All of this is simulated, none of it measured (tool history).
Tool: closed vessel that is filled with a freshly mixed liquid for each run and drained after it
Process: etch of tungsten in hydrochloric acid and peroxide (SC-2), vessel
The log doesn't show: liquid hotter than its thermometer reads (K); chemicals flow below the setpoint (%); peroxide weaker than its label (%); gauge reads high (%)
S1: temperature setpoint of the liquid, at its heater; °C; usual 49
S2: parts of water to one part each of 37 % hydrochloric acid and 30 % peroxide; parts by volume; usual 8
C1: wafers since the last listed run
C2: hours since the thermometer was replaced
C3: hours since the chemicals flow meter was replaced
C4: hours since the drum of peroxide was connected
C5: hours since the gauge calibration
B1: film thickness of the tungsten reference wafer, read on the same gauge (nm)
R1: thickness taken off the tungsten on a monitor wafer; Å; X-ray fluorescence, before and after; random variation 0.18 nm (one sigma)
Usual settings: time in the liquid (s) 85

Run 1, hour 0: usual settings but S2 9 parts by volume, time in the liquid (s) 50; C1 0; C2 2027.3; C3 687.9; C4 1137.6; C5 373; B1 149.98. Result: R1 115.7 Å.
Run 2, hour 12.2: usual settings but S2 9 parts by volume, time in the liquid (s) 50; C1 1427; C2 2039.5; C3 700.1; C4 1149.8; C5 385.2; B1 149.99. Result: R1 116.5 Å.
Run 3, hour 27.1: usual settings but S2 9 parts by volume, time in the liquid (s) 50; C1 1743; C2 2054.4; C3 715; C4 1164.7; C5 400.1; B1 150.04. Result: R1 117.8 Å.
Run 4, hour 33.7: usual settings but S1 52 °C; C1 772; C2 2061; C3 721.6; C4 1171.3; C5 406.7; B1 150. Result: R1 266.8 Å.
Run 5, hour 48.8: usual settings but S1 52 °C; C1 1767; C2 2076.1; C3 736.7; C4 1186.4; C5 421.8; B1 150. Result: R1 267.4 Å.
Run 6, hour 65.1: usual settings; C1 1907; C2 2092.4; C3 753; C4 1202.7; C5 438.1; B1 150.02. Result: R1 219.1 Å.
Run 7, hour 72.9: usual settings; C1 912; C2 2100.2; C3 760.8; C4 1210.5; C5 445.9; B1 149.99. Result: R1 217.1 Å.
Run 8, hour 81.9: usual settings; C1 1053; C2 2109.2; C3 769.8; C4 1219.5; C5 454.9; B1 150.02. Result: R1 216.3 Å.
At hour 85.1: gauge calibrated.
Run 9, hour 94.1: usual settings but S2 7 parts by volume; C1 1427; C2 2121.4; C3 782; C4 1231.7; C5 9; B1 150.02. Result: R1 240.7 Å.
At hour 95.9: chemicals flow meter replaced.
Run 10, hour 121: usual settings but S2 7 parts by volume; C1 3031; C2 2148.3; C3 25.1; C4 1258.6; C5 35.9; B1 149.99. Result: R1 239.1 Å.
At hour 129.4: new drum of peroxide connected.
Run 11, hour 138.9: usual settings; C1 1978; C2 2166.2; C3 43; C4 9.5; C5 53.8; B1 150.01. Result: R1 230.5 Å.
At hour 147.6: thermometer replaced.
Run 12, hour 148.1: usual settings but S1 46.5 °C; C1 959; C2 0.5; C3 52.2; C4 18.7; C5 63; B1 150. Result: R1 191.8 Å.
Run 13, hour 153.9: usual settings but S1 46.5 °C; C1 678; C2 6.3; C3 58; C4 24.5; C5 68.8; B1 150.04. Result: R1 196.8 Å.
Run 14, hour 161.5: usual settings but S2 6 parts by volume; C1 889; C2 13.9; C3 65.6; C4 32.1; C5 76.4; B1 149.99. Result: R1 287.1 Å.
Run 15, hour 175.9: usual settings but S1 55.5 °C, time in the liquid (s) 120; C1 1685; C2 28.3; C3 80; C4 46.5; C5 90.8; B1 149.98. Result: R1 504.1 Å.
Run 16, hour 219.9: usual settings but S1 58.5 °C, S2 5 parts by volume; C1 5149; C2 72.3; C3 124; C4 90.5; C5 134.8; B1 150.02. Result: R1 611.6 Å.
Run 17, hour 261: usual settings; C1 4810; C2 113.4; C3 165.1; C4 131.6; C5 175.9; B1 149.98. Result: R1 226.9 Å.
Run 18, hour 278.9: usual settings but time in the liquid (s) 100; C1 2095; C2 131.3; C3 183; C4 149.5; C5 193.8; B1 149.97. Result: R1 269.9 Å.
Run 19, hour 295.5: usual settings but S1 56 °C, S2 9 parts by volume, time in the liquid (s) 45; C1 1942; C2 147.9; C3 199.6; C4 166.1; C5 210.4; B1 150.01. Result: R1 175.1 Å.
Run 20, hour 309.8: usual settings but time in the liquid (s) 45; C1 1673; C2 162.2; C3 213.9; C4 180.4; C5 224.7; B1 149.98. Result: R1 120.8 Å.
Run 21, hour 320.8: usual settings but S1 52 °C, time in the liquid (s) 40; C1 1287; C2 173.2; C3 224.9; C4 191.4; C5 235.7; B1 149.98. Result: R1 131.8 Å.
Run 22, hour 330.4: usual settings but S1 42.5 °C, S2 11 parts by volume, time in the liquid (s) 45; C1 1123; C2 182.8; C3 234.5; C4 201; C5 245.3; B1 150. Result: R1 59.2 Å.
Run 23, hour 341.6: usual settings; C1 1310; C2 194; C3 245.7; C4 212.2; C5 256.5; B1 149.99. Result: R1 231.1 Å.
Run 24, hour 349.2: usual settings; C1 889; C2 201.6; C3 253.3; C4 219.8; C5 264.1; B1 149.97. Result: R1 227.6 Å.
Run 25, hour 361.4: usual settings but S1 59 °C, S2 7 parts by volume, time in the liquid (s) 100; C1 1427; C2 213.8; C3 265.5; C4 232; C5 276.3; B1 149.99. Result: R1 577.7 Å.
Run 26, hour 367.8: usual settings but S1 58 °C, S2 12 parts by volume, time in the liquid (s) 40; C1 749; C2 220.2; C3 271.9; C4 238.4; C5 282.7; B1 149.98. Result: R1 137.5 Å.
Run 27, hour 377.7: usual settings but S1 40.5 °C, time in the liquid (s) 125; C1 1158; C2 230.1; C3 281.8; C4 248.3; C5 292.6; B1 149.98. Result: R1 186.7 Å.
Run 28, hour 393.4: usual settings; C1 1837; C2 245.8; C3 297.5; C4 264; C5 308.3; B1 150. Result: R1 229 Å.
Run 29, hour 403.6: usual settings but S1 44 °C, S2 4.5 parts by volume, time in the liquid (s) 50; C1 1193; C2 256; C3 307.7; C4 274.2; C5 318.5; B1 150. Result: R1 148 Å.

5 ways to go on from here, each from the tool as it stands after run 29. What would each give?
Run A, hour 404.3: usual settings but time in the liquid (s) 60; C1 81; C2 256.7; C3 308.4; C4 274.9; C5 319.2; B1 ?. Result: R1 ?.
Run B, hour 404.3: usual settings but S1 40.5 °C, S2 9.5 parts by volume, time in the liquid (s) 40; C1 81; C2 256.7; C3 308.4; C4 274.9; C5 319.2; B1 ?. Result: R1 ?.
Run C, hour 404.3: usual settings but S2 4.5 parts by volume; C1 81; C2 256.7; C3 308.4; C4 274.9; C5 319.2; B1 ?. Result: R1 ?.
Run D, hour 404.3: usual settings but S2 10.5 parts by volume, time in the liquid (s) 60; C1 81; C2 256.7; C3 308.4; C4 274.9; C5 319.2; B1 ?. Result: R1 ?.
Run E, hour 404.3: usual settings but S1 53.5 °C, S2 12 parts by volume, time in the liquid (s) 125; C1 81; C2 256.7; C3 308.4; C4 274.9; C5 319.2; B1 ?. Result: R1 ?.

run   B1     R1
  A  150  157.9
  B  150   50.9
  C  150  344.5
  D  150  126.3
  E  150  316.3
Without the tool's hidden state the same runs would have given:
run     R1
  A  160.8
  B   51.9
  C  350.4
  D  128.6
  E  322.2
